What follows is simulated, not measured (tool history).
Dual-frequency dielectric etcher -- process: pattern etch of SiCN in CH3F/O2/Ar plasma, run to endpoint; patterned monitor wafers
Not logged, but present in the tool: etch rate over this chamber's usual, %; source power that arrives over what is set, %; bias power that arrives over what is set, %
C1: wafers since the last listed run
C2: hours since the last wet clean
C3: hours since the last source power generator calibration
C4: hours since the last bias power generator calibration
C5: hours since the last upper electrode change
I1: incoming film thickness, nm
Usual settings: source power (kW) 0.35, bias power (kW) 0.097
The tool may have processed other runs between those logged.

run 1 day=0 | source_power_(kW)=0.35 bias_power_(kW)=0.09 | C1=0 C2=219.3 C3=3271.5 C4=3034.2 C5=1711.9 | I1=7.23 | endpoint_time_(s)=16.7
run 2 day=2.142 | source_power_(kW)=0.35 bias_power_(kW)=0.09 | C1=795 C2=270.7 C3=3322.9 C4=3085.6 C5=1763.3 | I1=7.29 | endpoint_time_(s)=16.8
run 3 day=5.383 | source_power_(kW)=0.35 bias_power_(kW)=0.097 | C1=1203 C2=348.5 C3=3400.7 C4=3163.4 C5=1841.1 | I1=7.31 | endpoint_time_(s)=16.4
run 4 day=8.667 | source_power_(kW)=0.35 bias_power_(kW)=0.097 | C1=1219 C2=427.3 C3=3479.5 C4=3242.2 C5=1919.9 | I1=7.27 | endpoint_time_(s)=16.1
-- day=12.771 wet clean of the chamber
run 5 day=12.792 | source_power_(kW)=0.35 bias_power_(kW)=0.097 | C1=1160 C2=0.5 C3=3578.5 C4=3341.2 C5=2018.9 | I1=7.3 | endpoint_time_(s)=17.1
run 6 day=15.6 | source_power_(kW)=0.39 bias_power_(kW)=0.097 | C1=1042 C2=67.9 C3=3645.9 C4=3408.6 C5=2086.3 | I1=7.31 | endpoint_time_(s)=16.6
-- day=17.012 source power generator calibrated
run 7 day=20.075 | source_power_(kW)=0.32 bias_power_(kW)=0.09 | C1=1599 C2=175.3 C3=73.5 C4=3516 C5=2193.7 | I1=7.28 | endpoint_time_(s)=17.4
-- day=21.262 upper electrode replaced
run 8 day=23.05 | source_power_(kW)=0.31 bias_power_(kW)=0.113 | C1=733 C2=246.7 C3=144.9 C4=3587.4 C5=42.9 | I1=7.29 | endpoint_time_(s)=16
run 9 day=27.271 | source_power_(kW)=0.27 bias_power_(kW)=0.074 | C1=1567 C2=348 C3=246.2 C4=3688.7 C5=144.2 | I1=7.33 | endpoint_time_(s)=19.3
-- day=30.15 wet clean of the chamber
run 10 day=30.171 | source_power_(kW)=0.33 bias_power_(kW)=0.105 | C1=705 C2=0.5 C3=315.8 C4=3758.3 C5=213.8 | I1=7.33 | endpoint_time_(s)=16.7
run 11 day=35.246 | source_power_(kW)=0.35 bias_power_(kW)=0.09 | C1=1884 C2=122.3 C3=437.6 C4=3880.1 C5=335.6 | I1=7.27 | endpoint_time_(s)=17.2
run 12 day=37.317 | source_power_(kW)=0.35 bias_power_(kW)=0.097 | C1=768 C2=172 C3=487.3 C4=3929.8 C5=385.3 | I1=7.25 | endpoint_time_(s)=16.6
-- day=38.846 bias power generator calibrated
run 13 day=39.154 | source_power_(kW)=0.31 bias_power_(kW)=0.104 | C1=620 C2=216.1 C3=531.4 C4=7.4 C5=429.4 | I1=7.27 | endpoint_time_(s)=16.4
run 14 day=42.025 | source_power_(kW)=0.42 bias_power_(kW)=0.111 | C1=1066 C2=285 C3=600.3 C4=76.3 C5=498.3 | I1=7.3 | endpoint_time_(s)=14.9
run 15 day=47.475 | source_power_(kW)=0.29 bias_power_(kW)=0.114 | C1=2023 C2=415.8 C3=731.1 C4=207.1 C5=629.1 | I1=7.37 | endpoint_time_(s)=16
-- day=48.808 wet clean of the chamber
run 16 day=49.971 | source_power_(kW)=0.43 bias_power_(kW)=0.115 | C1=555 C2=27.9 C3=791 C4=267 C5=689 | I1=7.33 | endpoint_time_(s)=15.1

Branching from run 16: 4 alternative next runs. What would each branch give?
run A day=49.988 | source_power_(kW)=0.27 bias_power_(kW)=0.097 | C1=6 C2=28.3 C3=791.4 C4=267.4 C5=689.4 | I1=7.33 | endpoint_time_(s)=?
run B day=49.988 | source_power_(kW)=0.38 bias_power_(kW)=0.097 | C1=6 C2=28.3 C3=791.4 C4=267.4 C5=689.4 | I1=7.33 | endpoint_time_(s)=?
run C day=49.988 | source_power_(kW)=0.44 bias_power_(kW)=0.097 | C1=6 C2=28.3 C3=791.4 C4=267.4 C5=689.4 | I1=7.33 | endpoint_time_(s)=?
run D day=49.988 | source_power_(kW)=0.28 bias_power_(kW)=0.078 | C1=6 C2=28.3 C3=791.4 C4=267.4 C5=689.4 | I1=7.33 | endpoint_time_(s)=?

run=A endpoint_time_(s)=17.8
run=B endpoint_time_(s)=16.5
run=C endpoint_time_(s)=15.9
run=D endpoint_time_(s)=19.1
Take away the tool's hidden state, keep each run's random variation, and the runs would have read:
run=A endpoint_time_(s)=18
run=B endpoint_time_(s)=16.6
run=C endpoint_time_(s)=16
run=D endpoint_time_(s)=19.3
